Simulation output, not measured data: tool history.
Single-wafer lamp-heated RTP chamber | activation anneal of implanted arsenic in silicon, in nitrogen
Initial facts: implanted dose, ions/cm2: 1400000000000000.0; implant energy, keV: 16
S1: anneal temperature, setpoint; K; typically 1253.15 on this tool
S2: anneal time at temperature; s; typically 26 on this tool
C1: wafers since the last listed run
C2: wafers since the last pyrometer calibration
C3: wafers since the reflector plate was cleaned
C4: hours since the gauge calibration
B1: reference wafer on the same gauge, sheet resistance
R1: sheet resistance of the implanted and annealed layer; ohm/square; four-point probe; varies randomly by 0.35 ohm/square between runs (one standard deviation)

Run 1, day 0: usual settings; C1 0; C2 2494; C3 6517; C4 172.8; B1 137.1. Result: R1 138 ohm/square.
Run 2, day 4.058: usual settings; C1 1674; C2 4168; C3 8192; C4 270.2; B1 136.94. Result: R1 136.49 ohm/square.
At day 4.838: reflector plate cleaned.
Run 3, day 7.946: usual settings but S1 1239.15 K, S2 18 s; C1 1466; C2 5635; C3 1281; C4 363.5; B1 137.05. Result: R1 150.29 ohm/square.
At day 8.362: pyrometer window cleaned and pyrometer calibrated.
Run 4, day 11.912: usual settings but S1 1239.15 K, S2 18 s; C1 1499; C2 1465; C3 2781; C4 458.7; B1 137.01. Result: R1 154.14 ohm/square.
Run 5, day 13.738: usual settings but S1 1239.15 K, S2 18 s; C1 753; C2 2218; C3 3534; C4 502.5; B1 136.98. Result: R1 153.71 ohm/square.
Run 6, day 15.867: usual settings; C1 878; C2 3096; C3 4412; C4 553.6; B1 136.96. Result: R1 137.15 ohm/square.
Run 7, day 18.808: usual settings; C1 1213; C2 4310; C3 5626; C4 624.2; B1 136.92. Result: R1 135.59 ohm/square.
Run 8, day 20.442: usual settings; C1 673; C2 4984; C3 6300; C4 663.4; B1 136.94. Result: R1 134.73 ohm/square.
At day 22.233: pyrometer window cleaned and pyrometer calibrated.
Run 9, day 22.254: usual settings but S2 19 s; C1 610; C2 7; C3 6911; C4 706.9; B1 137.16. Result: R1 145.28 ohm/square.
Run 10, day 23.842: usual settings but S2 19 s; C1 655; C2 662; C3 7566; C4 745; B1 136.95. Result: R1 145.26 ohm/square.
Run 11, day 27.346: usual settings but S1 1228.15 K, S2 35 s; C1 1445; C2 2108; C3 9012; C4 829.1; B1 137.08. Result: R1 149.78 ohm/square.
At day 29.071: reflector plate cleaned.
Run 12, day 29.092: usual settings; C1 582; C2 2691; C3 7; C4 871; B1 136.89. Result: R1 137.54 ohm/square.
Run 13, day 31.85: usual settings but S1 1268.15 K, S2 32 s; C1 1138; C2 3829; C3 1145; C4 937.2; B1 137.15. Result: R1 123.48 ohm/square.
At day 33.662: pyrometer window cleaned and pyrometer calibrated.
Run 14, day 36.271: usual settings; C1 1686; C2 1076; C3 2832; C4 1043.3; B1 136.91. Result: R1 138.87 ohm/square.
Run 15, day 38.525: usual settings but S1 1239.15 K, S2 18 s; C1 930; C2 2006; C3 3762; C4 1097.4; B1 136.91. Result: R1 154.37 ohm/square.
Run 16, day 41.462: usual settings; C1 1212; C2 3219; C3 4974; C4 1167.9; B1 137.01. Result: R1 137.33 ohm/square.
At day 44.675: gauge calibrated.
At day 47.033: pyrometer window cleaned and pyrometer calibrated.
At day 51.129: reflector plate cleaned.
Run 17, day 54.796: usual settings but S1 1269.15 K, S2 37 s; C1 5226; C2 3066; C3 1512; C4 242.9; B1 136.99. Result: R1 119.6 ohm/square.
Run 18, day 56.625: usual settings but S1 1282.15 K; C1 754; C2 3820; C3 2267; C4 286.8; B1 136.94. Result: R1 118.84 ohm/square.
Run 19, day 58.808: usual settings but S1 1261.15 K, S2 13 s; C1 900; C2 4721; C3 3168; C4 339.2; B1 136.95. Result: R1 143.49 ohm/square.
At day 59.762: pyrometer window cleaned and pyrometer calibrated.
Run 20, day 61.321: usual settings but S2 16 s; C1 899; C2 643; C3 4067; C4 399.5; B1 137. Result: R1 147.44 ohm/square.

The next listed run, before its measurement:
Run 21, day 65.533: usual settings but S1 1235.15 K; C1 1738; C2 2381; C3 5806; C4 500.6; B1 ?. Result: R1 ?.

Run 21 gave B1 137.01, R1 150.57 ohm/square.
Had the tool carried no hidden state, the very same run would have given R1 151.66 ohm/square.
